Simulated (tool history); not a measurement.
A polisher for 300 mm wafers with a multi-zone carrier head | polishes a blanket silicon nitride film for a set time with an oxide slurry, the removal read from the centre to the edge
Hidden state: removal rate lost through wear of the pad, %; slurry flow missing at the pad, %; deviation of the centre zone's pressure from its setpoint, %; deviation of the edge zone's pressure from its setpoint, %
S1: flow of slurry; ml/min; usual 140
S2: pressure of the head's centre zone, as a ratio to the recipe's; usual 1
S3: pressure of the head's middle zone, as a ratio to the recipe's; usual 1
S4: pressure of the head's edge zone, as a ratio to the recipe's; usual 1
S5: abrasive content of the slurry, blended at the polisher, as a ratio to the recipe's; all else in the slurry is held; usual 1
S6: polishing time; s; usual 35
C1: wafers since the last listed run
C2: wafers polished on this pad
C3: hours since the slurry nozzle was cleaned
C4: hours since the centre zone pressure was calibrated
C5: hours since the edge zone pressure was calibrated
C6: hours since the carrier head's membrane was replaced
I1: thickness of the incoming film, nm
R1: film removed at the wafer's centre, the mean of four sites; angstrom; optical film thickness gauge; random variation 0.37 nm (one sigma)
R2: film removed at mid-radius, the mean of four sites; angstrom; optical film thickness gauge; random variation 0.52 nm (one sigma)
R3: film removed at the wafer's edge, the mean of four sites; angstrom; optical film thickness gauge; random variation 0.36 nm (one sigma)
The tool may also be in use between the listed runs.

run,hour,S1,S2,S3,S4,S5,S6,C1,C2,C3,C4,C5,C6,I1,R1,R2,R3
1,0,140,1,1,1,1,35,0,1226,211.6,156.4,250.9,1025.3,302.2,309,320,324
2,39.5,150,1,1,1,1,35,327,1553,251.1,195.9,290.4,1064.8,293.4,313,325,321
# hour 113: slurry nozzle cleaned
# hour 196.6: edge zone pressure recalibrated
# hour 209.3: worn pad replaced by a new one
3,306.4,150,1,1,1,1,35,2156,805,193.4,462.8,109.8,1331.7,299.4,333,332,329
4,351.1,105,1,1,0.91,1,35,370,1176,238.1,507.5,154.5,1376.4,298.1,297,302,302
# hour 394.8: slurry nozzle cleaned
5,450.5,105,1,1,0.91,1,35,816,1992,55.7,606.9,253.9,1475.8,298.9,288,295,294
# hour 509.3: worn pad replaced by a new one
6,542.3,140,1,1,1,1,29,728,273,147.5,698.7,345.7,1567.6,305.5,279,290,284
7,580.8,140,1,1,1,1,29,319,593,186,737.2,384.2,1606.1,301,269,280,282
# hour 584.1: edge zone pressure recalibrated
# hour 676.4: carrier head's membrane replaced by a new one
8,676.9,140,1,1,1,1,29,739,1332,282.1,833.3,92.8,0.5,297.5,263,263,272
# hour 745.3: slurry nozzle cleaned
9,757.8,140,1,1,1,1,35,662,1995,12.5,914.2,173.7,81.4,301.3,307,305,317
# hour 818.9: worn pad replaced by a new one, of another model than before
10,831.4,140,1,1,1,1,35,577,103,86.1,987.8,247.3,155,299.6,344,346,349
11,895.8,140,0.88,1.08,1,1,35,534,637,150.5,1052.2,311.7,219.4,294.6,306,361,339
12,974.7,105,1,1,0.91,1,35,654,1292,229.4,1131.1,390.6,298.3,299,308,311,312
# hour 1049.2: slurry nozzle cleaned
13,1054,140,1,1,1.09,1,35,649,1942,4.8,1210.4,469.9,377.6,295.9,308,316,321
# hour 1095.1: edge zone pressure recalibrated
14,1100.2,115,0.92,1,1,1,35,366,2309,51,1256.6,5.1,423.8,299.2,274,309,306
# hour 1108.2: worn pad replaced by a new one
# hour 1133.7: centre zone pressure recalibrated
15,1203.4,140,1,1,1,1.3,43,806,773,154.2,69.7,108.3,527,305,459,463,470
16,1241.5,140,1.04,1,1.06,0.9,41,316,1089,192.3,107.8,146.4,565.1,305.7,356,358,366

The next listed run, before its measurement:
17,1332.3,110,1,0.89,1,1.15,26,753,1843,283.1,198.6,237.2,655.9,299.4,?,?,?

{"run 17": {"R1": 239, "R2": 221, "R3": 249}}
Without the tool's hidden state the same run would have given R1 269 angstrom, R2 249 angstrom, R3 280 angstrom.

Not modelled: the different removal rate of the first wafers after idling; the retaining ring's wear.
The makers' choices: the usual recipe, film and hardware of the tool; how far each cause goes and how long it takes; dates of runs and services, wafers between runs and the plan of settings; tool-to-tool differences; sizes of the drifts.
